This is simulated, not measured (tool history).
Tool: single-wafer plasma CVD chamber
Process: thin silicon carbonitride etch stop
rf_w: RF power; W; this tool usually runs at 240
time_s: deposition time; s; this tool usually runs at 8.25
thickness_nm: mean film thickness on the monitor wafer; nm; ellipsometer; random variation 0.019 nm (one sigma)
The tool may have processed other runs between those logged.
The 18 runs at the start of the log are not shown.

run	day	rf_w	time_s	wafers since the last listed run	hours since the last thermocouple change	hours since the last RF generator calibration	hours since the showerhead was replaced	hours since the gauge calibration	read-back reference wafer on the same gauge, thickness_nm	thickness_nm
19	72.312	240	9.41	2774	903.5	346.0	595.4	2752.2	4.092	5.101
20	74.342	285	8.77	1569	952.2	394.7	644.1	2800.9	4.091	4.909
21	77.675	240	8.25	2577	1032.2	474.7	724.1	2880.9	4.094	4.414
22	80.229	255	8.25	1975	1093.5	536.0	785.4	2942.2	4.090	4.501
# day 80.829: thermocouple changed; heater temperature recalibrated
# day 83.504: gauge calibrated
23	84.708	240	9.53	3206	93.1	643.5	892.9	28.9	4.093	5.181
24	87.542	200	6.75	2191	161.1	711.5	960.9	96.9	4.088	3.520
25	90.488	240	8.25	2278	231.8	782.2	1031.6	167.6	4.091	4.406
26	98.383	195	6.60	6106	421.3	971.7	1221.1	357.1	4.085	3.438
27	100.621	225	7.63	1730	475.0	1025.4	1274.8	410.8	4.092	4.066
28	103.275	240	6.67	2052	538.7	1089.1	1338.5	474.5	4.095	3.562
29	107.467	240	8.25	3241	639.3	1189.7	1439.1	575.1	4.093	4.427
30	111.079	270	9.02	2793	726.0	1276.4	1525.8	661.8	4.089	4.978
31	112.958	240	8.25	1453	771.1	1321.5	1570.9	706.9	4.091	4.403
32	116.567	240	8.25	2790	857.7	1408.1	1657.5	793.5	4.091	4.443
33	119.712	240	8.25	2432	933.2	1483.6	1733.0	869.0	4.093	4.427
34	124.208	240	8.25	3476	1041.1	1591.5	1840.9	976.9	4.090	4.471
# day 124.546: thermocouple changed; heater temperature recalibrated
35	126.708	270	9.08	1675	51.9	1651.5	1900.9	1036.9	4.089	4.975

4 options for the next run, each taken on its own from the tool as it stands now. Forecast them:
A	126.725	205	8.25	12	52.3	1651.9	1901.3	1037.3	?	?
B	126.725	240	9.10	12	52.3	1651.9	1901.3	1037.3	?	?
C	126.725	225	8.25	12	52.3	1651.9	1901.3	1037.3	?	?
D	126.725	220	9.72	12	52.3	1651.9	1901.3	1037.3	?	?

run	read-back reference wafer on the same gauge, thickness_nm	thickness_nm
A	4.090	4.341
B	4.090	4.922
C	4.090	4.411
D	4.090	5.177
With no hidden state in the tool, these same runs would have given:
run	thickness_nm
A	4.341
B	4.922
C	4.411
D	5.177

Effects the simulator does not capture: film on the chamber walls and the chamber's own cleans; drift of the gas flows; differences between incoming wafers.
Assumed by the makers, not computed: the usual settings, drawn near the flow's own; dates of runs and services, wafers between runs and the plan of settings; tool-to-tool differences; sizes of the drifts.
